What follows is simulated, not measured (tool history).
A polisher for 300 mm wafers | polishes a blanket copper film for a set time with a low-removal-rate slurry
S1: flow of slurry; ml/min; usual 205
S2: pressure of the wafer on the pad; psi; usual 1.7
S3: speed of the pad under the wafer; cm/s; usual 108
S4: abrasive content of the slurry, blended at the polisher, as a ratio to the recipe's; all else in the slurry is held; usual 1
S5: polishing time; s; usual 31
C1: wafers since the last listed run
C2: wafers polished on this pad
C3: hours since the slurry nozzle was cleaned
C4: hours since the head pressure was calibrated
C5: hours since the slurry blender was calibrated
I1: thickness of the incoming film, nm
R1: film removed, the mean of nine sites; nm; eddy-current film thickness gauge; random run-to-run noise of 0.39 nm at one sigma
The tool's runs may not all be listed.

{"run": 1, "hour": 0.0, "S1": 185, "S2": 2, "S3": 108, "S4": 1, "S5": 31, "C1": 0, "C2": 3989, "C3": 33.9, "C4": 1352.1, "C5": 800.4, "I1": 1365.6, "R1": 67.5}
{"hour": 31.4, "done": "head pressure recalibrated"}
{"run": 2, "hour": 52.7, "S1": 205, "S2": 1.7, "S3": 118, "S4": 1, "S5": 31, "C1": 761, "C2": 4750, "C3": 86.6, "C4": 21.3, "C5": 853.1, "I1": 1355.6, "R1": 62.6}
{"hour": 68.7, "done": "slurry blender recalibrated"}
{"run": 3, "hour": 115.2, "S1": 205, "S2": 1.7, "S3": 108, "S4": 1, "S5": 31, "C1": 908, "C2": 5659, "C3": 149.1, "C4": 83.8, "C5": 46.5, "I1": 1350.4, "R1": 58.7}
{"run": 4, "hour": 209.0, "S1": 205, "S2": 1.5, "S3": 108, "S4": 1, "S5": 31, "C1": 1408, "C2": 7067, "C3": 242.9, "C4": 177.6, "C5": 140.3, "I1": 1374.8, "R1": 51.9}
{"hour": 465.9, "done": "worn pad replaced by a new one"}
{"run": 5, "hour": 478.0, "S1": 205, "S2": 1.5, "S3": 108, "S4": 1, "S5": 31, "C1": 3979, "C2": 181, "C3": 511.9, "C4": 446.6, "C5": 409.3, "I1": 1380.5, "R1": 51.9}
{"run": 6, "hour": 532.5, "S1": 205, "S2": 1.9, "S3": 108, "S4": 1, "S5": 36, "C1": 818, "C2": 999, "C3": 566.4, "C4": 501.1, "C5": 463.8, "I1": 1382.3, "R1": 75.7}
{"run": 7, "hour": 570.4, "S1": 205, "S2": 1.1, "S3": 108, "S4": 0.8, "S5": 31, "C1": 569, "C2": 1568, "C3": 604.3, "C4": 539, "C5": 501.7, "I1": 1362.4, "R1": 35.9}
{"run": 8, "hour": 627.2, "S1": 205, "S2": 1.7, "S3": 84, "S4": 0.7, "S5": 21, "C1": 852, "C2": 2421, "C3": 661.1, "C4": 595.8, "C5": 558.5, "I1": 1372.1, "R1": 28.2}
{"hour": 815.5, "done": "slurry nozzle cleaned"}
{"run": 9, "hour": 926.7, "S1": 205, "S2": 1.5, "S3": 108, "S4": 0.7, "S5": 36, "C1": 4482, "C2": 6904, "C3": 111.2, "C4": 895.3, "C5": 858, "I1": 1339.5, "R1": 53.8}
{"hour": 930.4, "done": "slurry blender recalibrated"}
{"run": 10, "hour": 963.3, "S1": 165, "S2": 2.2, "S3": 108, "S4": 0.7, "S5": 37, "C1": 519, "C2": 7423, "C3": 147.8, "C4": 931.9, "C5": 32.9, "I1": 1362, "R1": 82}
{"run": 11, "hour": 1036.2, "S1": 205, "S2": 1.1, "S3": 108, "S4": 1.15, "S5": 31, "C1": 1094, "C2": 8518, "C3": 220.7, "C4": 1004.8, "C5": 105.8, "I1": 1330.9, "R1": 39.4}
{"run": 12, "hour": 1093.5, "S1": 205, "S2": 1.7, "S3": 76, "S4": 1, "S5": 31, "C1": 860, "C2": 9379, "C3": 278, "C4": 1062.1, "C5": 163.1, "I1": 1352.9, "R1": 41.3}
{"run": 13, "hour": 1167.4, "S1": 205, "S2": 1.7, "S3": 136, "S4": 0.75, "S5": 31, "C1": 1109, "C2": 10489, "C3": 351.9, "C4": 1136, "C5": 237, "I1": 1352.5, "R1": 70.1}
{"run": 14, "hour": 1233.2, "S1": 140, "S2": 1.7, "S3": 70, "S4": 1.1, "S5": 21, "C1": 988, "C2": 11477, "C3": 417.7, "C4": 1201.8, "C5": 302.8, "I1": 1352.3, "R1": 25.4}
{"hour": 1242.9, "done": "head pressure recalibrated"}
{"hour": 1370.5, "done": "worn pad replaced by a new one"}
{"run": 15, "hour": 1522.9, "S1": 160, "S2": 1.7, "S3": 144, "S4": 1, "S5": 31, "C1": 4260, "C2": 2288, "C3": 707.4, "C4": 280, "C5": 592.5, "I1": 1360.4, "R1": 75.2}
{"run": 16, "hour": 1606.4, "S1": 245, "S2": 1.5, "S3": 72, "S4": 1, "S5": 24, "C1": 1253, "C2": 3542, "C3": 790.9, "C4": 363.5, "C5": 676, "I1": 1363.4, "R1": 26.9}
{"hour": 1658.2, "done": "slurry nozzle cleaned"}
{"run": 17, "hour": 1710.9, "S1": 235, "S2": 1.7, "S3": 108, "S4": 1, "S5": 24, "C1": 1554, "C2": 5097, "C3": 52.7, "C4": 468, "C5": 780.5, "I1": 1366.9, "R1": 45.4}
{"run": 18, "hour": 1767.5, "S1": 185, "S2": 2.1, "S3": 128, "S4": 1, "S5": 22, "C1": 849, "C2": 5947, "C3": 109.3, "C4": 524.6, "C5": 837.1, "I1": 1371.5, "R1": 59.1}
{"hour": 1784.0, "done": "slurry blender recalibrated"}
{"run": 19, "hour": 1857.0, "S1": 205, "S2": 1.1, "S3": 108, "S4": 1, "S5": 31, "C1": 1314, "C2": 7261, "C3": 198.8, "C4": 614.1, "C5": 73, "I1": 1338.6, "R1": 38}
{"run": 20, "hour": 1933.8, "S1": 205, "S2": 1.7, "S3": 108, "S4": 1, "S5": 31, "C1": 1153, "C2": 8414, "C3": 275.6, "C4": 690.9, "C5": 149.8, "I1": 1338.4, "R1": 59.8}
{"run": 21, "hour": 1980.2, "S1": 150, "S2": 1.4, "S3": 80, "S4": 1.1, "S5": 31, "C1": 696, "C2": 9111, "C3": 322, "C4": 737.3, "C5": 196.2, "I1": 1365.3, "R1": 35.6}
{"run": 22, "hour": 2059.5, "S1": 165, "S2": 1.7, "S3": 74, "S4": 1.25, "S5": 37, "C1": 1190, "C2": 10302, "C3": 401.3, "C4": 816.6, "C5": 275.5, "I1": 1376.5, "R1": 49.8}
{"run": 23, "hour": 2157.7, "S1": 205, "S2": 1.7, "S3": 108, "S4": 1, "S5": 31, "C1": 1474, "C2": 11776, "C3": 499.5, "C4": 914.8, "C5": 373.7, "I1": 1332.6, "R1": 58.9}
{"hour": 2245.1, "done": "worn pad replaced by a new one"}
{"run": 24, "hour": 2246.2, "S1": 205, "S2": 1.7, "S3": 108, "S4": 1, "S5": 31, "C1": 1268, "C2": 15, "C3": 588, "C4": 1003.3, "C5": 462.2, "I1": 1362.9, "R1": 57.7}
{"run": 25, "hour": 2303.8, "S1": 205, "S2": 1.7, "S3": 108, "S4": 1, "S5": 31, "C1": 865, "C2": 880, "C3": 645.6, "C4": 1060.9, "C5": 519.8, "I1": 1344.4, "R1": 58.7}
{"run": 26, "hour": 2342.0, "S1": 205, "S2": 1.7, "S3": 108, "S4": 1, "S5": 31, "C1": 573, "C2": 1454, "C3": 683.8, "C4": 1099.1, "C5": 558, "I1": 1347.5, "R1": 57.9}
{"run": 27, "hour": 2387.6, "S1": 205, "S2": 1.7, "S3": 108, "S4": 1, "S5": 28, "C1": 684, "C2": 2139, "C3": 729.4, "C4": 1144.7, "C5": 603.6, "I1": 1374.1, "R1": 52.8}
{"hour": 2448.6, "done": "slurry nozzle cleaned"}
{"run": 28, "hour": 2456.6, "S1": 205, "S2": 1.7, "S3": 88, "S4": 1, "S5": 31, "C1": 1021, "C2": 3160, "C3": 8, "C4": 1213.7, "C5": 672.6, "I1": 1374.7, "R1": 47.6}
{"hour": 2527.2, "done": "head pressure recalibrated"}
{"run": 29, "hour": 2552.2, "S1": 205, "S2": 1.7, "S3": 118, "S4": 0.8, "S5": 31, "C1": 1405, "C2": 4566, "C3": 103.6, "C4": 25, "C5": 768.2, "I1": 1386.2, "R1": 59.5}
{"run": 30, "hour": 2608.0, "S1": 205, "S2": 1.7, "S3": 108, "S4": 1, "S5": 42, "C1": 837, "C2": 5404, "C3": 159.4, "C4": 80.8, "C5": 824, "I1": 1363.2, "R1": 77.6}
{"hour": 2624.9, "done": "slurry blender recalibrated"}
{"run": 31, "hour": 2646.2, "S1": 205, "S2": 1.7, "S3": 136, "S4": 1, "S5": 31, "C1": 543, "C2": 5947, "C3": 197.6, "C4": 119, "C5": 21.3, "I1": 1352.5, "R1": 74.8}

For some of the steps in R1 from one run to the next: how much would appear even if the tool had no hidden state, given the settings, what came in and random variation, and how much remains for the hidden state plus any gauge scatter that the measured result and the result without hidden state don't share?
Hidden state at play: removal rate lost through wear of the pad, %; slurry flow missing at the pad, %; deviation of the head's pressure from its setpoint, %; abrasive missing from the slurry, %.
Run 2 -> 3: S3 118 -> 108, slurry blender recalibrated. R1 -3.9 nm: hidden state +2.3, all else -6.2.
Run 13 -> 14: S1 205 -> 140, S3 136 -> 70, S4 0.75 -> 1.1, S5 31 -> 21. R1 -44.7 nm: hidden state +0.1, all else -44.8.
Run 14 -> 15: S1 140 -> 160, S3 70 -> 144, S4 1.1 -> 1, S5 21 -> 31, head pressure recalibrated, worn pad replaced by a new one. R1 +49.8 nm: hidden state -1.1, all else +50.9.
Run 15 -> 16: S1 160 -> 245, S2 1.7 -> 1.5, S3 144 -> 72, S5 31 -> 24. R1 -48.3 nm: hidden state +0.7, all else -49.
Run 18 -> 19: S1 185 -> 205, S2 2.1 -> 1.1, S3 128 -> 108, S5 22 -> 31, slurry blender recalibrated. R1 -21.1 nm: hidden state +2.1, all else -23.2.
Run 30 -> 31: S3 108 -> 136, S5 42 -> 31, slurry blender recalibrated. R1 -2.8 nm: hidden state +2.4, all else -5.2.
